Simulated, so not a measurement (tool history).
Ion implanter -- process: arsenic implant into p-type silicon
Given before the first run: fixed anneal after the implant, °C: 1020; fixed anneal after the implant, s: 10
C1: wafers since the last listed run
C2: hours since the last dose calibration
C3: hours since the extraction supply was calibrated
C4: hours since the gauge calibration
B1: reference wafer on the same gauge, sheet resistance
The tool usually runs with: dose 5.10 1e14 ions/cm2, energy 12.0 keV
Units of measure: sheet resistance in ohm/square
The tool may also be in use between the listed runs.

Run 1, hour 0.0: usual settings; C1 0; C2 711.9; C3 2269.0; C4 114.2; B1 246.07. Result: sheet resistance 238.27 ohm/square.
Run 2, hour 10.9: usual settings; C1 239; C2 722.8; C3 2279.9; C4 125.1; B1 245.88. Result: sheet resistance 239.63 ohm/square.
Run 3, hour 18.4: usual settings; C1 164; C2 730.3; C3 2287.4; C4 132.6; B1 245.79. Result: sheet resistance 239.58 ohm/square.
Run 4, hour 34.5: usual settings but dose 6.20 1e14 ions/cm2; C1 353; C2 746.4; C3 2303.5; C4 148.7; B1 246.09. Result: sheet resistance 211.68 ohm/square.
Run 5, hour 43.9: usual settings but dose 6.20 1e14 ions/cm2; C1 206; C2 755.8; C3 2312.9; C4 158.1; B1 245.97. Result: sheet resistance 210.92 ohm/square.
Run 6, hour 53.3: usual settings but dose 6.20 1e14 ions/cm2; C1 206; C2 765.2; C3 2322.3; C4 167.5; B1 246.07. Result: sheet resistance 211.33 ohm/square.
At hour 63.1: gauge calibrated.
Run 7, hour 66.3: usual settings; C1 285; C2 778.2; C3 2335.3; C4 3.2; B1 246.13. Result: sheet resistance 241.21 ohm/square.
At hour 75.7: Faraday cup replaced and dose calibrated.
Run 8, hour 78.0: usual settings; C1 81; C2 2.3; C3 2347.0; C4 14.9; B1 246.10. Result: sheet resistance 233.86 ohm/square.
Run 9, hour 91.7: usual settings; C1 300; C2 16.0; C3 2360.7; C4 28.6; B1 246.24. Result: sheet resistance 232.92 ohm/square.
Run 10, hour 104.0: usual settings but dose 6.50 1e14 ions/cm2, energy 9.5 keV; C1 270; C2 28.3; C3 2373.0; C4 40.9; B1 245.95. Result: sheet resistance 205.34 ohm/square.
Run 11, hour 120.8: usual settings but dose 4.56 1e14 ions/cm2; C1 368; C2 45.1; C3 2389.8; C4 57.7; B1 246.05. Result: sheet resistance 251.90 ohm/square.
Run 12, hour 130.8: usual settings but dose 6.20 1e14 ions/cm2; C1 219; C2 55.1; C3 2399.8; C4 67.7; B1 245.90. Result: sheet resistance 205.93 ohm/square.
Run 13, hour 141.6: usual settings but energy 13.5 keV; C1 237; C2 65.9; C3 2410.6; C4 78.5; B1 245.93. Result: sheet resistance 230.18 ohm/square.
Run 14, hour 150.4: usual settings but dose 6.03 1e14 ions/cm2, energy 11.0 keV; C1 193; C2 74.7; C3 2419.4; C4 87.3; B1 246.03. Result: sheet resistance 211.56 ohm/square.
At hour 161.3: extraction supply calibrated.
Run 15, hour 161.8: usual settings but energy 9.5 keV; C1 74; C2 86.1; C3 0.5; C4 98.7; B1 245.95. Result: sheet resistance 239.03 ohm/square.
Run 16, hour 174.0: usual settings; C1 267; C2 98.3; C3 12.7; C4 110.9; B1 246.03. Result: sheet resistance 233.54 ohm/square.
Run 17, hour 189.1: usual settings; C1 331; C2 113.4; C3 27.8; C4 126.0; B1 246.06. Result: sheet resistance 233.41 ohm/square.
Run 18, hour 200.6: usual settings but energy 10.0 keV; C1 252; C2 124.9; C3 39.3; C4 137.5; B1 246.05. Result: sheet resistance 237.48 ohm/square.
Run 19, hour 209.8: usual settings but dose 6.11 1e14 ions/cm2, energy 13.5 keV; C1 202; C2 134.1; C3 48.5; C4 146.7; B1 246.06. Result: sheet resistance 204.96 ohm/square.

Forecast each of these 3 alternatives for the next run:
Run A, hour 210.2: usual settings; C1 8; C2 134.5; C3 48.9; C4 147.1; B1 ?. Result: sheet resistance ?.
Run B, hour 210.2: usual settings but dose 4.38 1e14 ions/cm2; C1 8; C2 134.5; C3 48.9; C4 147.1; B1 ?. Result: sheet resistance ?.
Run C, hour 210.2: usual settings but energy 8.5 keV; C1 8; C2 134.5; C3 48.9; C4 147.1; B1 ?. Result: sheet resistance ?.

run      B1  sheet resistance
  A  246.00            233.38
  B  246.00            259.37
  C  246.00            241.99
Without the tool's hidden state the same runs would have given:
run  sheet resistance
  A            232.09
  B            257.87
  C            240.69
